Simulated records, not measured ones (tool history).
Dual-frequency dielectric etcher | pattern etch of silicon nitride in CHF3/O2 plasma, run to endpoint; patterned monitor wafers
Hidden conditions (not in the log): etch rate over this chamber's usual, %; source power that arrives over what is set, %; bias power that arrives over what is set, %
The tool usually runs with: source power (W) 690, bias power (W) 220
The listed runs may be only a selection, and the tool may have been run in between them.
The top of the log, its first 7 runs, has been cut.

run,hour,source power (W),bias power (W),wafers since the last listed run,hours since the last wet clean,hours since the last source power generator calibration,hours since the last bias power generator calibration,hours since the last upper electrode change,"incoming incoming film thickness, nm",endpoint time (s)
8,374.9,690,220,596,301.6,4230.7,4085.4,5433.2,107.1,59.8
9,402.4,690,220,393,329.1,4258.2,4112.9,5460.7,107.5,59.4
# hour 512.6: wet clean of the chamber
10,596.3,690,220,2428,83.7,4452.1,4306.8,5654.6,108.2,61.2
# hour 632.2: upper electrode replaced
11,632.7,690,196,177,120.1,4488.5,4343.2,0.5,106.9,62.9
# hour 709.7: bias power generator calibrated
12,760.7,690,241,1772,248.1,4616.5,51,128.5,107.2,57.9
13,793.9,690,241,474,281.3,4649.7,84.2,161.7,107.7,58.3
14,862.5,690,241,980,349.9,4718.3,152.8,230.3,107.6,57.5
# hour 898: source power generator calibrated
15,900.6,690,220,487,388,2.6,190.9,268.4,108.1,61.5
16,958.7,780,257,830,446.1,60.7,249,326.5,108.6,54.6

What will run 17 give?
# hour 1015.2: wet clean of the chamber
17,1015.7,800,220,471,0.5,117.7,306,383.5,107,?

endpoint time (s): 58.1
With the hidden condition absent and the run-to-run variation left alone, this run would have shown endpoint time (s) 58.2.
